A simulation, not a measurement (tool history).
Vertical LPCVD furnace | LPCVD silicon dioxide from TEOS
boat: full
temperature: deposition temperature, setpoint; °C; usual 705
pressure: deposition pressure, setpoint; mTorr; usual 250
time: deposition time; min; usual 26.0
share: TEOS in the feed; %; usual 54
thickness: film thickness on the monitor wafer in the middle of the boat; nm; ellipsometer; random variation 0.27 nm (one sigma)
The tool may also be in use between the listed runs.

| run | hour | temperature | pressure | time | share | read-back reference wafer on the same gauge, thickness | thickness |
|---|---|---|---|---|---|---|---|
| 1 | 0.0 | 705 | 250 | 26.0 | 54 | 170.02 | 175.80 |
| 2 | 13.5 | 705 | 250 | 26.0 | 54 | 169.96 | 175.96 |
| 3 | 24.8 | 705 | 250 | 26.0 | 54 | 170.05 | 175.70 |
| 4 | 40.9 | 705 | 250 | 26.0 | 54 | 170.04 | 175.11 |
| 5 | 58.8 | 705 | 250 | 26.0 | 54 | 170.05 | 176.10 |
| 6 | 66.9 | 705 | 250 | 26.0 | 54 | 170.00 | 175.82 |
| 7 | 77.4 | 705 | 250 | 26.0 | 54 | 169.97 | 175.83 |
|  | 105.5 | TEOS flow controller replaced |
| 8 | 106.0 | 705 | 250 | 26.0 | 54 | 169.98 | 176.22 |
| 9 | 109.3 | 705 | 250 | 26.0 | 61 | 170.04 | 187.69 |
| 10 | 114.8 | 699 | 195 | 30.5 | 54 | 170.01 | 159.16 |
| 11 | 128.7 | 705 | 250 | 26.0 | 54 | 169.93 | 176.46 |
| 12 | 139.9 | 705 | 295 | 31.0 | 54 | 169.99 | 228.44 |
|  | 143.3 | gauge calibrated |
|  | 170.6 | thermocouples replaced and temperature profile calibrated |
|  | 175.2 | pressure gauge zeroed |
| 13 | 175.7 | 705 | 250 | 26.0 | 54 | 169.93 | 159.59 |
| 14 | 178.9 | 712 | 230 | 29.5 | 54 | 170.01 | 204.03 |
| 15 | 182.9 | 705 | 250 | 26.0 | 54 | 169.94 | 159.68 |
| 16 | 195.4 | 705 | 250 | 19.0 | 54 | 170.01 | 116.80 |
| 17 | 211.9 | 705 | 250 | 26.0 | 47 | 169.91 | 148.98 |
| 18 | 245.8 | 714 | 195 | 26.0 | 64 | 170.05 | 188.67 |
| 19 | 262.5 | 714 | 250 | 26.0 | 54 | 169.94 | 196.45 |

Hidden state or all else? Some run-to-run changes of thickness, split into what the settings, what came in and random variation would give without the hidden state, and what is left for the hidden state (with any gauge scatter that isn't in both results):
The hidden state here: true tube temperature minus thermocouple reading, K; true pressure minus gauge reading, mTorr; deviation of the TEOS flow from its setpoint, %; gauge reads high (%).
Run 12 -> 13: pressure 295 -> 250, time 31.0 -> 26.0, gauge calibrated, thermocouples replaced and temperature profile calibrated, pressure gauge zeroed. thickness -68.85 nm: hidden state -22.32, all else -46.53.
